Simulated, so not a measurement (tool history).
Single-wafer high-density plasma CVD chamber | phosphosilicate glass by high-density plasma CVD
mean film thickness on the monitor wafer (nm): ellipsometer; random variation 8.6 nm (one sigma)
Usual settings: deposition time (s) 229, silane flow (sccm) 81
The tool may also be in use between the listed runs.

run,hour,deposition time (s),silane flow (sccm),wafers since the last listed run,hours since the silane flow controller was replaced,hours since the gauge calibration,"read-back reference wafer on the same gauge, thickness_nm",mean film thickness on the monitor wafer (nm)
1,0,229,81,0,1829.9,1753.4,1730.031,1802.1
2,33.3,229,81,273,1863.2,1786.7,1728.164,1814.78
3,95.3,229,81,508,1925.2,1848.7,1730.113,1816.19
4,157.6,229,81,511,1987.5,1911,1728.793,1809.939
5,201.9,229,90,363,2031.8,1955.3,1730.254,2022.656
6,229.1,229,81,223,2059,1982.5,1729.567,1809.996
7,287.2,229,81,476,2117.1,2040.6,1732.017,1815.677
8,346.8,229,81,489,2176.7,2100.2,1733.85,1820.268
9,393.9,229,81,386,2223.8,2147.3,1731.616,1821.03
10,461.3,219,81,553,2291.2,2214.7,1729.261,1744.509
11,518.3,219,81,467,2348.2,2271.7,1731.692,1754.738
12,585.9,219,81,554,2415.8,2339.3,1729.552,1757.675
13,717.8,229,81,1082,2547.7,2471.2,1732.21,1846.7
14,772.4,229,81,448,2602.3,2525.8,1727.491,1840.573
# hour 804.7: gauge calibrated
15,823.1,229,81,416,2653,18.4,1729.805,1843.821
16,859.1,229,91,295,2689,54.4,1728.833,2091.817
17,887.2,229,91,230,2717.1,82.5,1732.033,2071.358
18,933.4,229,91,379,2763.3,128.7,1732.392,2099.126
19,965.9,229,81,266,2795.8,161.2,1731.856,1856.399
20,1011,184,66,370,2840.9,206.3,1730.096,1215.888
21,1080.4,206,66,569,2910.3,275.7,1732.907,1352.242
# hour 1089.8: silane flow controller replaced
22,1111.6,229,81,190,21.8,306.9,1728.459,1914.22
23,1141.1,229,71,242,51.3,336.4,1727.298,1666.683
24,1194.9,262,75,441,105.1,390.2,1725.188,2020.205
25,1266.8,202,69,590,177,462.1,1733.089,1419.638
26,1304.6,253,89,310,214.8,499.9,1733.2,2313.397
27,1354.7,203,67,411,264.9,550,1732.643,1389.64
28,1421.8,229,81,550,332,617.1,1724.821,1902.164
29,1478,264,81,461,388.2,673.3,1730.599,2188.658
30,1535,229,81,467,445.2,730.3,1733.725,1915.678
# hour 1550: silane flow controller replaced, repeated, since the last time left the tool worse
31,1584.8,229,81,343,34.8,780.1,1732.694,1769.072
32,1648.7,247,81,524,98.7,844,1729.648,1912.708
33,1674.7,215,85,213,124.7,870,1728.308,1751.264
34,1741.8,264,96,550,191.8,937.1,1732.998,2417.247
35,1769.7,229,81,229,219.7,965,1733.598,1777.238
36,1904.9,274,70,1109,354.9,1100.2,1727.341,1820.201
37,1929.5,195,74,201,379.5,1124.8,1733.18,1386.084
38,1981.8,229,97,429,431.8,1177.1,1735.081,2134.91

5 ways to go on from here, each from the tool as it stands after run 38. What would each give?
A,1982.3,229,69,4,432.3,1177.6,?,?
B,1982.3,254,94,4,432.3,1177.6,?,?
C,1982.3,229,87,4,432.3,1177.6,?,?
D,1982.3,214,74,4,432.3,1177.6,?,?
E,1982.3,244,97,4,432.3,1177.6,?,?

run,"read-back reference wafer on the same gauge, thickness_nm",mean film thickness on the monitor wafer (nm)
A,1730.022,1495.238
B,1730.022,2259.369
C,1730.022,1885.3
D,1730.022,1498.55
E,1730.022,2239.686
Without the tool's hidden state the same runs would have given:
run,mean film thickness on the monitor wafer (nm)
A,1493.119
B,2256.168
C,1882.628
D,1496.426
E,2236.513
